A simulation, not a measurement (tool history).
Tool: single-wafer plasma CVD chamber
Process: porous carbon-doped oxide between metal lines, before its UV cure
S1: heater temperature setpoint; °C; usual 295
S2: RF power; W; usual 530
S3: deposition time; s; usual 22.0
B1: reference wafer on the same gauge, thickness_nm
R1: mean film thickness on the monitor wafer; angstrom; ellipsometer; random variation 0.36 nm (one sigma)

run	day	S1	S2	S3	B1	R1
1	0.000	295	530	22.0	120.925	1374.42
2	2.621	295	530	22.0	121.011	1387.12
3	4.138	295	530	22.0	120.986	1383.87
4	6.775	295	530	22.0	120.932	1382.92
5	13.808	295	460	22.0	120.951	1190.12
6	14.829	295	460	22.0	120.989	1187.41
7	15.975	289	530	22.0	121.101	1441.02
8	18.646	289	530	22.0	121.080	1444.09
9	20.242	295	530	22.0	121.099	1384.50
10	21.796	295	530	22.0	120.932	1376.45
# day 22.875: showerhead replaced
11	23.104	295	530	22.0	121.042	1383.03
# day 24.467: RF generator calibrated
12	26.038	295	530	22.0	121.053	1387.35
13	28.533	295	530	23.6	120.983	1481.98
14	30.058	295	530	22.0	121.018	1376.75
15	32.900	295	530	22.0	120.947	1379.94
16	35.500	295	495	25.9	121.034	1515.08
# day 36.900: thermocouple changed; heater temperature recalibrated
17	36.946	295	495	25.9	120.963	1517.09
18	38.121	302	530	24.4	120.817	1455.83
# day 38.154: gauge calibrated
19	40.892	295	635	26.1	120.938	1935.28
20	42.733	309	480	18.3	121.060	958.23

Run 21 comes next. What will it give?
21	45.475	307	585	22.0	?	?

B1: 120.998
R1: 1400.34 angstrom
Without the tool's hidden state the same run would have given R1 1400.34 angstrom.
